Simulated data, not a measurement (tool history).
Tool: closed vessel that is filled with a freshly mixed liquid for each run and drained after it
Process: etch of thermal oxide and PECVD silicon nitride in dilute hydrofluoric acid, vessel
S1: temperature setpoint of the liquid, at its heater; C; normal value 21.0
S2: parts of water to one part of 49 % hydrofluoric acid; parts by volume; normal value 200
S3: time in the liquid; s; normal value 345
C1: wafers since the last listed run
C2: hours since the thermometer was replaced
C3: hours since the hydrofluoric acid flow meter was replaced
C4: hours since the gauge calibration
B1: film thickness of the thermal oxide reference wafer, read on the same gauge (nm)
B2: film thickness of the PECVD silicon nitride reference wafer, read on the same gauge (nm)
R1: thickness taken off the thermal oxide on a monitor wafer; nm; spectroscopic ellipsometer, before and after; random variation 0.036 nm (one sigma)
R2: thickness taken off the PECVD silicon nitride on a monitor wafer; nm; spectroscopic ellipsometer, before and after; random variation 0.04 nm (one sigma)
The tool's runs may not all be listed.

run	hour	S1	S2	S3	C1	C2	C3	C4	B1	B2	R1	R2
1	0.0	22.5	200	345	0	1535.8	1870.2	340.8	49.98	60.008	7.80	3.956
2	13.1	21.0	200	345	1422	1548.9	1883.3	353.9	50.01	60.044	7.32	3.726
3	20.4	21.0	200	345	792	1556.2	1890.6	361.2	50.03	59.988	7.30	3.700
4	38.0	21.0	200	345	1910	1573.8	1908.2	378.8	49.99	60.000	7.32	3.758
5	49.4	21.0	200	345	1237	1585.2	1919.6	390.2	50.03	60.014	7.33	3.741
6	61.7	21.0	200	345	1335	1597.5	1931.9	402.5	49.99	60.041	7.44	3.661
7	77.6	21.0	200	345	1726	1613.4	1947.8	418.4	49.98	60.029	7.28	3.719
8	86.4	25.5	135	450	955	1622.2	1956.6	427.2	49.99	60.028	18.21	9.456
9	100.4	21.0	265	345	1519	1636.2	1970.6	441.2	50.02	59.986	5.16	2.824
# hour 103.8: gauge calibrated
10	108.3	17.0	245	480	857	1644.1	1978.5	4.5	50.00	60.006	6.94	3.282
11	119.9	17.0	200	345	1259	1655.7	1990.1	16.1	50.00	60.004	6.32	2.860
12	170.8	17.5	260	450	5526	1706.6	2041.0	67.0	50.00	59.980	6.14	3.018
13	187.9	21.0	235	530	1856	1723.7	2058.1	84.1	49.99	59.992	9.34	4.999
14	203.3	18.5	200	145	1671	1739.1	2073.5	99.5	50.01	60.006	2.84	1.327
# hour 210.4: hydrofluoric acid flow meter replaced
# hour 210.8: thermometer replaced
15	213.6	21.0	200	345	973	2.8	3.2	109.8	50.01	60.000	6.68	3.241
16	224.6	25.5	100	425	1194	13.8	14.2	120.8	50.00	60.012	22.26	10.407
17	234.0	18.5	295	160	1020	23.2	23.6	130.2	50.00	59.954	1.75	0.871
18	245.3	21.0	160	345	1226	34.5	34.9	141.5	49.98	60.015	8.81	3.978
19	252.1	21.0	200	345	738	41.3	41.7	148.3	49.98	60.003	6.64	3.111
20	258.2	21.0	200	345	662	47.4	47.8	154.4	50.01	60.012	6.71	3.183
21	267.1	18.5	270	400	966	56.3	56.7	163.3	49.99	60.007	4.90	2.353
22	284.3	21.0	200	345	1867	73.5	73.9	180.5	49.99	59.984	6.81	3.166
23	301.4	17.0	200	220	1856	90.6	91.0	197.6	50.00	59.988	3.72	1.555
24	318.5	21.0	170	345	1856	107.7	108.1	214.7	49.98	59.985	8.25	3.730
25	332.1	21.0	200	405	1476	121.3	121.7	228.3	50.01	60.000	7.99	3.853
26	345.7	21.0	270	345	1476	134.9	135.3	241.9	49.99	60.024	4.68	2.394

4 ways to go on from here, each from the tool as it stands after run 26. What would each give?
A	346.4	21.0	200	345	75	135.6	136.0	242.6	?	?	?	?
B	346.4	17.0	110	345	75	135.6	136.0	242.6	?	?	?	?
C	346.4	17.0	200	515	75	135.6	136.0	242.6	?	?	?	?
D	346.4	19.5	140	345	75	135.6	136.0	242.6	?	?	?	?

run	B1	B2	R1	R2
A	50.02	59.986	6.76	3.155
B	50.02	59.986	11.48	4.316
C	50.02	59.986	8.63	3.618
D	50.02	59.986	9.69	4.049
With the hidden condition removed and each run's random variation left untouched, the same runs would have given:
run	R1	R2
A	6.63	3.052
B	11.24	4.166
C	8.46	3.496
D	9.49	3.912
